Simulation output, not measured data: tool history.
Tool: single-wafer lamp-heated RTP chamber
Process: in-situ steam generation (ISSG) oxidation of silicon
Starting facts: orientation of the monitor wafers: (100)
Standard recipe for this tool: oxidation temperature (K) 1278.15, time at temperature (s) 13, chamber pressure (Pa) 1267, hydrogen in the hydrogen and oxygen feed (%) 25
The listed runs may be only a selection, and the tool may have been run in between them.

run   hour  oxidation temperature (K)  time at temperature (s)  chamber pressure (Pa)  hydrogen in the hydrogen and oxygen feed (%)  wafers since the last listed run  wafers since the last pyrometer calibration  hours since the pressure gauge was zeroed  hours since the hydrogen flow controller was replaced  hours since the gauge calibration  read-back reference wafer on the same gauge, thickness  oxide thickness on the monitor wafer (angstrom)
  1    0.0                    1262.15                       13                   1360                                            25                                 0                                         4229                                     2920.0                                                 3987.4                               13.2                                                   4.480                                            50.22
  2   10.0                    1262.15                       13                   1360                                            25                               121                                         4350                                     2930.0                                                 3997.4                               23.2                                                   4.480                                            49.96
  3   18.7                    1278.15                       13                   1267                                            25                               105                                         4456                                     2938.7                                                 4006.1                               31.9                                                   4.483                                            54.10
  4   28.2                    1278.15                       13                   1267                                            25                               115                                         4571                                     2948.2                                                 4015.6                               41.4                                                   4.483                                            54.39
  5   39.0                    1278.15                       13                   1267                                            25                               130                                         4702                                     2959.0                                                 4026.4                               52.2                                                   4.485                                            54.16
  6   56.5                    1278.15                        9                   1267                                            25                               212                                         4914                                     2976.5                                                 4043.9                               69.7                                                   4.481                                            46.14
  7   69.0                    1278.15                        9                   1267                                            25                               151                                         5066                                     2989.0                                                 4056.4                               82.2                                                   4.476                                            46.10
  8   79.9                    1278.15                       11                   1267                                            25                               132                                         5198                                     2999.9                                                 4067.3                               93.1                                                   4.477                                            50.35
      91.7  -- pressure gauge zeroed
  9   97.7                    1284.15                       17                   1267                                            25                               118                                         5317                                        6.0                                                 4085.1                              110.9                                                   4.482                                            63.05
 10  105.1                    1285.15                       13                   1360                                            25                                89                                         5407                                       13.4                                                 4092.5                              118.3                                                   4.479                                            54.91
 11  117.9                    1278.15                       13                   1360                                            25                               155                                         5562                                       26.2                                                 4105.3                              131.1                                                   4.481                                            53.40
     121.3  -- gauge calibrated
     132.5  -- hydrogen flow controller replaced
 12  133.0                    1278.15                       13                   1267                                            25                                86                                         5648                                       41.3                                                    0.5                               11.7                                                   4.482                                            54.19
     144.2  -- pyrometer window cleaned and pyrometer calibrated
 13  145.2                    1278.15                       16                   1200                                            17                                50                                           11                                       53.5                                                   12.7                               23.9                                                   4.480                                            52.89
 14  158.5                    1278.15                       13                   1267                                            21                               161                                          173                                       66.8                                                   26.0                               37.2                                                   4.481                                            49.91
 15  170.7                    1278.15                       16                   1200                                            17                               147                                          321                                       79.0                                                   38.2                               49.4                                                   4.481                                            52.98
 16  183.6                    1278.15                       13                   1133                                            25                               156                                          477                                       91.9                                                   51.1                               62.3                                                   4.480                                            53.24
 17  198.5                    1261.15                       13                   1267                                            17                               180                                          658                                      106.8                                                   66.0                               77.2                                                   4.478                                            45.33

5 options for the next run, each taken on its own from the tool as it stands now. Forecast them:
  A  198.9                    1278.15                       13                   1267                                            25                                 4                                          663                                      107.2                                                   66.4                               77.6                                                       ?                                                ?
  B  198.9                    1278.15                       13                   1267                                            32                                 4                                          663                                      107.2                                                   66.4                               77.6                                                       ?                                                ?
  C  198.9                    1273.15                        9                   1200                                            17                                 4                                          663                                      107.2                                                   66.4                               77.6                                                       ?                                                ?
  D  198.9                    1291.15                        9                   1267                                            25                                 4                                          663                                      107.2                                                   66.4                               77.6                                                       ?                                                ?
  E  198.9                    1287.15                       11                   1360                                            17                                 4                                          663                                      107.2                                                   66.4                               77.6                                                       ?                                                ?

run  read-back reference wafer on the same gauge, thickness  oxide thickness on the monitor wafer (angstrom)
  A                                                   4.478                                            52.54
  B                                                   4.478                                            55.84
  C                                                   4.478                                            40.42
  D                                                   4.478                                            46.90
  E                                                   4.478                                            45.50
Had the tool no hidden state, the same runs would have come out as:
run  oxide thickness on the monitor wafer (angstrom)
  A                                            51.80
  B                                            55.05
  C                                            39.95
  D                                            46.27
  E                                            44.86

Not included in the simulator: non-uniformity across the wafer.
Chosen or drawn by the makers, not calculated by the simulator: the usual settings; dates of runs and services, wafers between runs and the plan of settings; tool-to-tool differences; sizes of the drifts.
